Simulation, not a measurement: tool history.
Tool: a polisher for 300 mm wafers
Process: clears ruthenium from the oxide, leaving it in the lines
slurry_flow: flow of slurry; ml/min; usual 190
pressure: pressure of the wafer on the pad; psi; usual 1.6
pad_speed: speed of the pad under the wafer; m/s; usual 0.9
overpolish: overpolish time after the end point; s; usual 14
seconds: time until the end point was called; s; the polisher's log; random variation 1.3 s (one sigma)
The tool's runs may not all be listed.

| run | hour | slurry_flow | pressure | pad_speed | overpolish | incoming thickness of the incoming film, nm | seconds |
|---|---|---|---|---|---|---|---|
| 1 | 0 | 190 | 1.6 | 0.76 | 10 | 91 | 140.2 |
|  | 103.4 | slurry nozzle cleaned |
| 2 | 104.1 | 190 | 1.6 | 0.82 | 12 | 89.2 | 124.5 |
| 3 | 154.4 | 190 | 1.6 | 0.82 | 12 | 90.6 | 128.8 |
| 4 | 223 | 235 | 2 | 0.9 | 14 | 89.5 | 88.2 |
|  | 297.3 | head pressure recalibrated |
| 5 | 329.5 | 235 | 2 | 0.9 | 14 | 90.6 | 91.7 |
|  | 343.5 | worn pad replaced by a new one |
| 6 | 379.5 | 190 | 1.6 | 0.74 | 14 | 91.2 | 144.3 |
| 7 | 465.5 | 190 | 1.6 | 0.74 | 14 | 90.5 | 146.5 |
| 8 | 568.4 | 190 | 1.6 | 0.9 | 14 | 89 | 128.4 |
|  | 615.7 | slurry nozzle cleaned |
| 9 | 626.7 | 190 | 1.6 | 0.9 | 14 | 89.6 | 113.5 |
| 10 | 721.8 | 190 | 1.6 | 0.9 | 14 | 90.1 | 112.7 |
|  | 756.4 | worn pad replaced by a new one |
| 11 | 774.1 | 190 | 1.6 | 0.9 | 14 | 88.7 | 113 |
| 12 | 866.7 | 190 | 1.6 | 0.9 | 14 | 90.4 | 116 |
| 13 | 908 | 230 | 1.6 | 0.9 | 14 | 89.7 | 113.3 |
| 14 | 976.2 | 230 | 1.6 | 0.9 | 14 | 89.5 | 114.2 |
| 15 | 1034.2 | 175 | 1.6 | 0.76 | 14 | 89.8 | 145.8 |
|  | 1062.8 | slurry nozzle cleaned |
| 16 | 1087.5 | 190 | 1.6 | 0.82 | 12 | 88.7 | 123.3 |
|  | 1153.2 | worn pad replaced by a new one |
| 17 | 1169.1 | 190 | 2.1 | 0.9 | 14 | 89.7 | 88.7 |
|  | 1188.7 | head pressure recalibrated |
| 18 | 1276.3 | 190 | 1.6 | 0.9 | 14 | 88.3 | 113 |
| 19 | 1370.1 | 190 | 1.9 | 0.9 | 14 | 90.8 | 101.9 |
| 20 | 1444.7 | 190 | 1.3 | 0.9 | 14 | 89.9 | 145.3 |
|  | 1524 | slurry nozzle cleaned |
| 21 | 1535.8 | 190 | 1.6 | 0.9 | 14 | 89.6 | 114.4 |
| 22 | 1602.3 | 160 | 1.6 | 0.74 | 8 | 90.8 | 146.5 |
|  | 1620.8 | worn pad replaced by a new one, of another model than before |
| 23 | 1657.4 | 190 | 2 | 0.9 | 6 | 89.8 | 102.5 |
| 24 | 1718.6 | 225 | 1.6 | 0.9 | 9 | 89.7 | 113.2 |
| 25 | 1792.2 | 190 | 1.4 | 0.9 | 14 | 89.3 | 130 |
| 26 | 1874 | 140 | 1.6 | 0.58 | 14 | 89 | 226.1 |
| 27 | 1912.2 | 190 | 1.6 | 0.9 | 14 | 88.9 | 143.8 |
| 28 | 1979 | 245 | 1.6 | 0.9 | 14 | 89.7 | 176.3 |
|  | 2008.7 | worn pad replaced by a new one |
|  | 2013.8 | head pressure recalibrated |
|  | 2022.4 | slurry nozzle cleaned |
| 29 | 2231.5 | 190 | 1.8 | 0.68 | 17 | 88.8 | 131.9 |
| 30 | 2273.9 | 125 | 1.3 | 0.72 | 14 | 90 | 221.7 |

Some steps in seconds between neighbouring runs. How much of each would the tool show without its hidden state too (settings, what came in, random variation), and how much is left for the hidden state, with any gauge scatter that isn't in both results?
The hidden state here: removal rate lost through wear of the pad, %; slurry flow missing at the pad, %; deviation of the head's pressure from its setpoint, %.
Run 25 -> 26: slurry_flow 190 -> 140, pressure 1.4 -> 1.6, pad_speed 0.9 -> 0.58. seconds +96.1 s: hidden state +46.7, all else +49.4.
Run 26 -> 27: slurry_flow 140 -> 190, pad_speed 0.58 -> 0.9. seconds -82.3 s: hidden state -23.8, all else -58.5.
Run 27 -> 28: slurry_flow 190 -> 245. seconds +32.5 s: hidden state +36.1, all else -3.6.
Run 28 -> 29: slurry_flow 245 -> 190, pressure 1.6 -> 1.8, pad_speed 0.9 -> 0.68, overpolish 14 -> 17, worn pad replaced by a new one, head pressure recalibrated, slurry nozzle cleaned. seconds -44.4 s: hidden state -63.2, all else +18.8.
Run 29 -> 30: slurry_flow 190 -> 125, pressure 1.8 -> 1.3, pad_speed 0.68 -> 0.72, overpolish 17 -> 14. seconds +89.8 s: hidden state +28.1, all else +61.7.
